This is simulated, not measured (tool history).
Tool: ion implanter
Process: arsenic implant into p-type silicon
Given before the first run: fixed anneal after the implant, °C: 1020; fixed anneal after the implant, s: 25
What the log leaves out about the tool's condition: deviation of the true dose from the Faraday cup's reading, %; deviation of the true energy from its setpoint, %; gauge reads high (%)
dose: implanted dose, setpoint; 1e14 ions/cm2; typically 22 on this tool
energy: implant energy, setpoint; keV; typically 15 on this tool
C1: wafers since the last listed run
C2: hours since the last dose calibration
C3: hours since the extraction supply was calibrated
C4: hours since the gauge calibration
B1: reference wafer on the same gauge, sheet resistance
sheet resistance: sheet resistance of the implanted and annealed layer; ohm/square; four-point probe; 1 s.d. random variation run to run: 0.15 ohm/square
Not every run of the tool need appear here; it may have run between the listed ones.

run 1 hour=0 | dose=22 energy=11.5 | C1=0 C2=1644.9 C3=3822.7 C4=153.2 | B1=94.99 | sheet_resistance=104.82
run 2 hour=6.1 | dose=22 energy=11.5 | C1=138 C2=1651 C3=3828.8 C4=159.3 | B1=95.04 | sheet_resistance=105.12
run 3 hour=20 | dose=22 energy=15 | C1=315 C2=1664.9 C3=3842.7 C4=173.2 | B1=95 | sheet_resistance=100.56
run 4 hour=32.4 | dose=22 energy=15 | C1=281 C2=1677.3 C3=3855.1 C4=185.6 | B1=95.03 | sheet_resistance=100.52
run 5 hour=40.6 | dose=22 energy=15 | C1=186 C2=1685.5 C3=3863.3 C4=193.8 | B1=95.01 | sheet_resistance=100.47
run 6 hour=58.4 | dose=22 energy=15 | C1=403 C2=1703.3 C3=3881.1 C4=211.6 | B1=94.99 | sheet_resistance=100.49
run 7 hour=73.2 | dose=22 energy=15 | C1=335 C2=1718.1 C3=3895.9 C4=226.4 | B1=95.02 | sheet_resistance=100.39
run 8 hour=86.7 | dose=22 energy=15 | C1=306 C2=1731.6 C3=3909.4 C4=239.9 | B1=95.01 | sheet_resistance=100.56
run 9 hour=94.8 | dose=25.31 energy=15 | C1=183 C2=1739.7 C3=3917.5 C4=248 | B1=95 | sheet_resistance=97.84
run 10 hour=104.8 | dose=25.31 energy=15 | C1=226 C2=1749.7 C3=3927.5 C4=258 | B1=95.02 | sheet_resistance=97.79
run 11 hour=115.6 | dose=25.31 energy=15 | C1=245 C2=1760.5 C3=3938.3 C4=268.8 | B1=94.99 | sheet_resistance=97.98
-- hour=124.8 gauge calibrated
run 12 hour=126.8 | dose=17.78 energy=15 | C1=254 C2=1771.7 C3=3949.5 C4=2 | B1=94.97 | sheet_resistance=106.01
run 13 hour=144.7 | dose=27.71 energy=10.5 | C1=406 C2=1789.6 C3=3967.4 C4=19.9 | B1=95.01 | sheet_resistance=101.77
run 14 hour=151.5 | dose=22 energy=15 | C1=154 C2=1796.4 C3=3974.2 C4=26.7 | B1=94.99 | sheet_resistance=100.47
run 15 hour=165.2 | dose=26.02 energy=12.5 | C1=310 C2=1810.1 C3=3987.9 C4=40.4 | B1=95.01 | sheet_resistance=100.65
-- hour=173.5 Faraday cup replaced and dose calibrated
-- hour=184 extraction supply calibrated
run 16 hour=184.5 | dose=18.34 energy=10.5 | C1=74 C2=11 C3=0.5 C4=59.7 | B1=94.99 | sheet_resistance=110.05
run 17 hour=187.3 | dose=20.19 energy=18.5 | C1=63 C2=13.8 C3=3.3 C4=62.5 | B1=94.97 | sheet_resistance=98.36
run 18 hour=197.8 | dose=16.84 energy=16.5 | C1=238 C2=24.3 C3=13.8 C4=73 | B1=95 | sheet_resistance=105.47
run 19 hour=204.5 | dose=22 energy=18.5 | C1=152 C2=31 C3=20.5 C4=79.7 | B1=94.98 | sheet_resistance=96.2
run 20 hour=220.1 | dose=16 energy=15 | C1=354 C2=46.6 C3=36.1 C4=95.3 | B1=95.01 | sheet_resistance=108.85
run 21 hour=231.7 | dose=18.66 energy=11.5 | C1=263 C2=58.2 C3=47.7 C4=106.9 | B1=95.02 | sheet_resistance=108.63
run 22 hour=248.6 | dose=25.12 energy=18 | C1=383 C2=75.1 C3=64.6 C4=123.8 | B1=95 | sheet_resistance=94.62
run 23 hour=257.9 | dose=22 energy=15 | C1=211 C2=84.4 C3=73.9 C4=133.1 | B1=94.99 | sheet_resistance=100.7
run 24 hour=267.5 | dose=25.65 energy=20 | C1=217 C2=94 C3=83.5 C4=142.7 | B1=94.99 | sheet_resistance=91.31

Consider 3 possible next runs. They are alternatives, not a sequence: every one starts from the tool as it was left by run 24. What does each give?
run A hour=267.9 | dose=22 energy=15 | C1=9 C2=94.4 C3=83.9 C4=143.1 | B1=? | sheet_resistance=?
run B hour=267.9 | dose=18.38 energy=17 | C1=9 C2=94.4 C3=83.9 C4=143.1 | B1=? | sheet_resistance=?
run C hour=267.9 | dose=16.6 energy=15 | C1=9 C2=94.4 C3=83.9 C4=143.1 | B1=? | sheet_resistance=?

run=A B1=95.03 sheet_resistance=100.56
run=B B1=95.03 sheet_resistance=102.41
run=C B1=95.03 sheet_resistance=107.84
Without the tool's unlogged condition, the same runs would have read:
run=A sheet_resistance=100.56
run=B sheet_resistance=102.41
run=C sheet_resistance=107.84
